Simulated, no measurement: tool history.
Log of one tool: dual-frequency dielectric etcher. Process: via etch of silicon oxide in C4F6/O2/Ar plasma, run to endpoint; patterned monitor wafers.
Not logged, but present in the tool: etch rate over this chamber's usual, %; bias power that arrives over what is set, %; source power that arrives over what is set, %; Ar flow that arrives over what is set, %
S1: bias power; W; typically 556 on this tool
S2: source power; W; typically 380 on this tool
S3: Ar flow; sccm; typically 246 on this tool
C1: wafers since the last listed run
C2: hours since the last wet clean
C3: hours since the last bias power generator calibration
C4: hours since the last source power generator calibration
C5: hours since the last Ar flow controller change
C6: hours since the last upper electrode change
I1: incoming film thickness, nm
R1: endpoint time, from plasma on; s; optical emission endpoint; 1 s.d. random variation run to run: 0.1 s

run,day,S1,S2,S3,C1,C2,C3,C4,C5,C6,I1,R1
1,0.000,556,430,246,0,16.3,532.7,3098.1,1958.0,3757.8,158.3,33.1
2,3.662,556,430,246,1324,104.2,620.6,3186.0,2045.9,3845.7,156.0,32.7
3,6.258,556,380,272,938,166.5,682.9,3248.3,2108.2,3908.0,156.6,34.9
4,10.267,556,380,272,1449,262.7,779.1,3344.5,2204.4,4004.2,157.7,35.2
# day 11.188: source power generator calibrated
5,23.688,556,380,246,4791,584.8,1101.2,300.0,2526.5,4326.3,159.9,35.0
6,25.433,556,380,246,631,626.7,1143.1,341.9,2568.4,4368.2,156.5,34.5
7,27.267,556,380,293,662,670.7,1187.1,385.9,2612.4,4412.2,158.1,35.8
8,30.254,434,340,194,1080,742.4,1258.8,457.6,2684.1,4483.9,157.5,38.5
9,32.771,556,380,246,909,802.8,1319.2,518.0,2744.5,4544.3,157.1,34.5
10,35.125,556,410,246,851,859.3,1375.7,574.5,2801.0,4600.8,157.3,33.7
# day 37.383: wet clean of the chamber
11,38.542,556,380,230,873,27.8,1457.7,656.5,2883.0,4682.8,156.8,34.0
# day 41.400: upper electrode replaced
12,42.600,556,410,246,1105,125.2,1555.1,753.9,2980.4,28.8,158.5,34.0
13,44.308,556,410,278,617,166.2,1596.1,794.9,3021.4,69.8,158.8,34.8
14,47.529,510,290,267,1164,243.5,1673.4,872.2,3098.7,147.1,158.1,40.7
# day 48.579: Ar flow controller replaced
15,49.692,654,330,224,691,295.4,1725.3,924.1,26.7,199.0,156.3,32.6
16,52.317,499,380,246,948,358.4,1788.3,987.1,89.7,262.0,156.2,35.5
17,56.200,556,380,221,1403,451.6,1881.5,1080.3,182.9,355.2,157.6,33.7
# day 57.417: bias power generator calibrated
18,59.883,556,380,246,1271,540.0,59.2,1168.7,271.3,443.6,158.4,34.2
19,63.488,556,380,246,1302,626.5,145.7,1255.2,357.8,530.1,157.9,34.2
20,66.200,638,380,246,980,691.6,210.8,1320.3,422.9,595.2,156.4,31.9
21,68.033,556,430,246,662,735.6,254.8,1364.3,466.9,639.2,157.3,32.6
# day 69.271: wet clean of the chamber
22,70.379,622,300,246,486,26.6,311.1,1420.6,523.2,695.5,156.6,35.0
23,72.962,556,440,246,933,88.6,373.1,1482.6,585.2,757.5,157.9,32.6
24,77.196,638,380,246,1530,190.2,474.7,1584.2,686.8,859.1,155.2,31.6
25,90.208,556,310,286,4704,502.5,787.0,1896.5,999.1,1171.4,157.6,37.8
26,93.342,632,280,216,1132,577.7,862.2,1971.7,1074.3,1246.6,157.6,35.0
27,96.508,556,380,286,1144,653.7,938.2,2047.7,1150.3,1322.6,158.1,35.3
28,100.025,630,380,192,1271,738.1,1022.6,2132.1,1234.7,1407.0,158.6,31.2
# day 102.717: wet clean of the chamber
29,102.812,471,440,193,646,2.3,1089.5,2199.0,1301.6,1473.9,157.2,33.3

Exercise: give the hidden state of the tool at every run:
etch rate over this chamber's usual, %: 0 in every run
bias power that arrives over what is set, %: 0 in every run
source power that arrives over what is set, %: 0 in every run
H1: Ar flow that arrives over what is set, %
run,H1
1,5.09
2,5.42
3,5.66
4,6.04
5,7.46
6,7.66
7,7.87
8,8.22
9,8.53
10,8.82
11,9.25
12,9.79
13,10
14,10.5
15,-0.106
16,-0.0996
17,-0.076
18,-0.0386
19,0.012
20,0.0592
21,0.0956
22,0.147
23,0.211
24,0.331
25,0.821
26,0.966
27,1.12
28,1.31
29,1.47
